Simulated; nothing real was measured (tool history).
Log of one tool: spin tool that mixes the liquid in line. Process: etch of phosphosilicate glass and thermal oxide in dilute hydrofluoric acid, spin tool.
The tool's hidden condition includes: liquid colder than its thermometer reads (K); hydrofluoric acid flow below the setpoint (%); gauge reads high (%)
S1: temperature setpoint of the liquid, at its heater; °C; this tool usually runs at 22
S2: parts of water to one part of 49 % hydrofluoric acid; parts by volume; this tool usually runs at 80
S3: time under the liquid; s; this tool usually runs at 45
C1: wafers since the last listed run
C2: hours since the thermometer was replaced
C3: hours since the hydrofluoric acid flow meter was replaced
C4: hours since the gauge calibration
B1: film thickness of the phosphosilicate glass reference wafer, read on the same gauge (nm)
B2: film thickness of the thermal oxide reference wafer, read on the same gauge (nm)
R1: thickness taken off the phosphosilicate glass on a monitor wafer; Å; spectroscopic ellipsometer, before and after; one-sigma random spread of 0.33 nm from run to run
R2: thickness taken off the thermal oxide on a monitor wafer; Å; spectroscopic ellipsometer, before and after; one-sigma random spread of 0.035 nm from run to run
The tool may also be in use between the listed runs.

Run 1, hour 0: usual settings; C1 0; C2 510.5; C3 351.2; C4 2874.7; B1 82.65; B2 155.037. Result: R1 479.5 Å, R2 26.11 Å.
Run 2, hour 79.5: usual settings; C1 882; C2 590; C3 430.7; C4 2954.2; B1 82.71; B2 155.117. Result: R1 480.2 Å, R2 25.73 Å.
Run 3, hour 178.5: usual settings; C1 1098; C2 689; C3 529.7; C4 3053.2; B1 82.76; B2 155.165. Result: R1 479.5 Å, R2 26.02 Å.
At hour 254.8: hydrofluoric acid flow meter replaced.
Run 4, hour 276.3: usual settings but S3 65 s; C1 1073; C2 786.8; C3 21.5; C4 3151; B1 82.74; B2 155.134. Result: R1 694.7 Å, R2 37.75 Å.
Run 5, hour 369.1: usual settings but S2 50 parts by volume, S3 60 s; C1 1029; C2 879.6; C3 114.3; C4 3243.8; B1 82.72; B2 155.164. Result: R1 1054.1 Å, R2 57.92 Å.
At hour 399.7: thermometer replaced.
Run 6, hour 461.7: usual settings but S3 70 s; C1 1016; C2 62; C3 206.9; C4 3336.4; B1 82.76; B2 155.114. Result: R1 750.5 Å, R2 40.4 Å.
At hour 505.8: gauge calibrated.
Run 7, hour 507.9: usual settings; C1 512; C2 108.2; C3 253.1; C4 2.1; B1 80.04; B2 150.098. Result: R1 464.1 Å, R2 25.14 Å.
Run 8, hour 584.1: usual settings but S1 19 °C, S3 65 s; C1 845; C2 184.4; C3 329.3; C4 78.3; B1 80.26; B2 150.476. Result: R1 597.8 Å, R2 32 Å.
Run 9, hour 671.9: usual settings but S1 24.5 °C, S2 115 parts by volume, S3 70 s; C1 974; C2 272.2; C3 417.1; C4 166.1; B1 80.4; B2 150.846. Result: R1 529 Å, R2 28.21 Å.
Run 10, hour 745.2: usual settings but S1 24 °C; C1 813; C2 345.5; C3 490.4; C4 239.4; B1 80.61; B2 151.091. Result: R1 510.9 Å, R2 26.8 Å.
Run 11, hour 817.4: usual settings but S1 24 °C, S2 45 parts by volume, S3 60 s; C1 801; C2 417.7; C3 562.6; C4 311.6; B1 80.72; B2 151.336. Result: R1 1269.7 Å, R2 68.03 Å.
At hour 873.4: hydrofluoric acid flow meter replaced.
Run 12, hour 904.7: usual settings but S2 45 parts by volume; C1 957; C2 505; C3 31.3; C4 398.9; B1 80.87; B2 151.611. Result: R1 862.7 Å, R2 46.67 Å.
Run 13, hour 960.3: usual settings but S1 20.5 °C; C1 616; C2 560.6; C3 86.9; C4 454.5; B1 80.97; B2 151.767. Result: R1 439.8 Å, R2 24.03 Å.
Run 14, hour 1050: usual settings but S1 18.5 °C; C1 995; C2 650.3; C3 176.6; C4 544.2; B1 81.12; B2 152.088. Result: R1 401.3 Å, R2 21.68 Å.
Run 15, hour 1271.4: usual settings but S1 25 °C, S2 115 parts by volume, S3 55 s; C1 2456; C2 871.7; C3 398; C4 765.6; B1 81.42; B2 152.64. Result: R1 432.5 Å, R2 23.58 Å.
Run 16, hour 1326: usual settings but S2 65 parts by volume, S3 65 s; C1 605; C2 926.3; C3 452.6; C4 820.2; B1 81.45; B2 152.721. Result: R1 854.9 Å, R2 45.62 Å.

Forecast run 17:
Run 17, hour 1409.1: usual settings but S1 25 °C, S2 95 parts by volume, S3 60 s; C1 921; C2 1009.4; C3 535.7; C4 903.3; B1 ?; B2 ?. Result: R1 ?, R2 ?.

Run 17 produced B1 81.54, B2 152.893, R1 587.6 Å, R2 31.07 Å.
If the tool had no hidden condition, the same run with the same run-to-run variation would have returned R1 576.5 Å, R2 30.48 Å.

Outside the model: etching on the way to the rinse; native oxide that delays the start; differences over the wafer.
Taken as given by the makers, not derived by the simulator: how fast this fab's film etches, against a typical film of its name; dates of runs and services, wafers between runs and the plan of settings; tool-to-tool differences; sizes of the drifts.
